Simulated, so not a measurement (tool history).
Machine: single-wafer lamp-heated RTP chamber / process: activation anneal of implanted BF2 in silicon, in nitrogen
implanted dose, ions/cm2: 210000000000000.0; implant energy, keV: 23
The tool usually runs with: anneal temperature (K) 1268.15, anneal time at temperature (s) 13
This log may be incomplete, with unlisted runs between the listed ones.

run     day  anneal temperature (K)  anneal time at temperature (s)  read-back reference wafer on the same gauge, sheet resistance  sheet resistance of the implanted and annealed layer (ohm/square)
  1   0.000                 1268.15                              15                                                         543.31                                                             520.66
  2   1.417                 1268.15                              15                                                         543.54                                                             519.79
  3   2.117                 1268.15                              13                                                         543.19                                                             520.04
  4   2.621                 1268.15                              13                                                         543.55                                                             520.68
  5   3.329                 1268.15                              13                                                         543.21                                                             519.87
  6   4.529                 1268.15                               9                                                         543.84                                                             521.95
      5.017  -- pyrometer window cleaned and pyrometer calibrated
  7   5.221                 1268.15                               9                                                         543.10                                                             521.77
  8   5.933                 1259.15                              13                                                         543.59                                                             523.93
      6.533  -- gauge calibrated
  9   7.333                 1268.15                              13                                                         539.74                                                             516.69
 10   7.908                 1246.15                              13                                                         539.81                                                             527.57
 11   9.008                 1246.15                              13                                                         540.32                                                             526.81
 12   9.938                 1246.15                              13                                                         540.78                                                             527.42
 13  11.200                 1268.15                              13                                                         541.28                                                             518.99
 14  12.525                 1239.15                              20                                                         542.01                                                             532.81
     13.979  -- pyrometer window cleaned and pyrometer calibrated
 15  14.000                 1268.15                              13                                                         542.86                                                             521.01
 16  14.892                 1268.15                              15                                                         542.75                                                             519.10
 17  15.850                 1268.15                              18                                                         542.95                                                             519.86
 18  17.283                 1268.15                              13                                                         543.43                                                             521.21
     18.483  -- reflector plate cleaned
 19  18.733                 1268.15                              19                                                         543.91                                                             519.27
 20  19.354                 1279.15                              10                                                         543.61                                                             521.32
 21  20.125                 1254.15                              10                                                         544.20                                                             526.35
 22  20.775                 1245.15                              18                                                         544.30                                                             528.42
 23  21.433                 1268.15                              13                                                         543.97                                                             521.86
 24  22.329                 1287.15                               9                                                         544.84                                                             522.13
 25  22.933                 1246.15                              13                                                         544.44                                                             529.50
     23.504  -- pyrometer window cleaned and pyrometer calibrated
 26  24.146                 1244.15                              17                                                         544.60                                                             529.53
 27  25.438                 1289.15                              13                                                         544.98                                                             522.08
 28  28.275                 1246.15                              13                                                         544.87                                                             530.58
 29  28.933                 1288.15                              13                                                         544.95                                                             520.63
 30  29.988                 1241.15                               7                                                         545.42                                                             539.09
 31  31.146                 1268.15                              13                                                         545.31                                                             522.10
 32  32.100                 1279.15                              13                                                         545.45                                                             521.78
     32.829  -- pyrometer window cleaned and pyrometer calibrated
 33  33.088                 1256.15                              13                                                         545.45                                                             525.34
 34  34.196                 1268.15                              17                                                         545.64                                                             522.35
 35  34.988                 1252.15                              10                                                         545.32                                                             527.82
 36  35.983                 1268.15                              13                                                         545.65                                                             523.59
 37  36.667                 1268.15                              13                                                         545.30                                                             523.41

Some steps in sheet resistance of the implanted and annealed layer (ohm/square) between neighbouring runs. How much of each would the tool show without its hidden state too (settings, what came in, random variation), and how much is left for the hidden state, with any gauge scatter that isn't in both results?
The hidden state here: true wafer temperature minus pyrometer reading, K; wafer temperature error from the tarnished reflector plate, K; gauge reads high (%).
Run 8 -> 9: anneal temperature (K) 1259.15 -> 1268.15, gauge calibrated. sheet resistance of the implanted and annealed layer (ohm/square) -7.24: hidden state -3.98, all else -3.26.
Run 10 -> 11: no setting changed, nothing entered. sheet resistance of the implanted and annealed layer (ohm/square) -0.76: hidden state +0.60, all else -1.36.
Run 13 -> 14: anneal temperature (K) 1268.15 -> 1239.15, anneal time at temperature (s) 13 -> 20. sheet resistance of the implanted and annealed layer (ohm/square) +13.82: hidden state +0.61, all else +13.21.
Run 29 -> 30: anneal temperature (K) 1288.15 -> 1241.15, anneal time at temperature (s) 13 -> 7. sheet resistance of the implanted and annealed layer (ohm/square) +18.46: hidden state +0.32, all else +18.14.
Run 30 -> 31: anneal temperature (K) 1241.15 -> 1268.15, anneal time at temperature (s) 7 -> 13. sheet resistance of the implanted and annealed layer (ohm/square) -16.99: hidden state -0.15, all else -16.84.
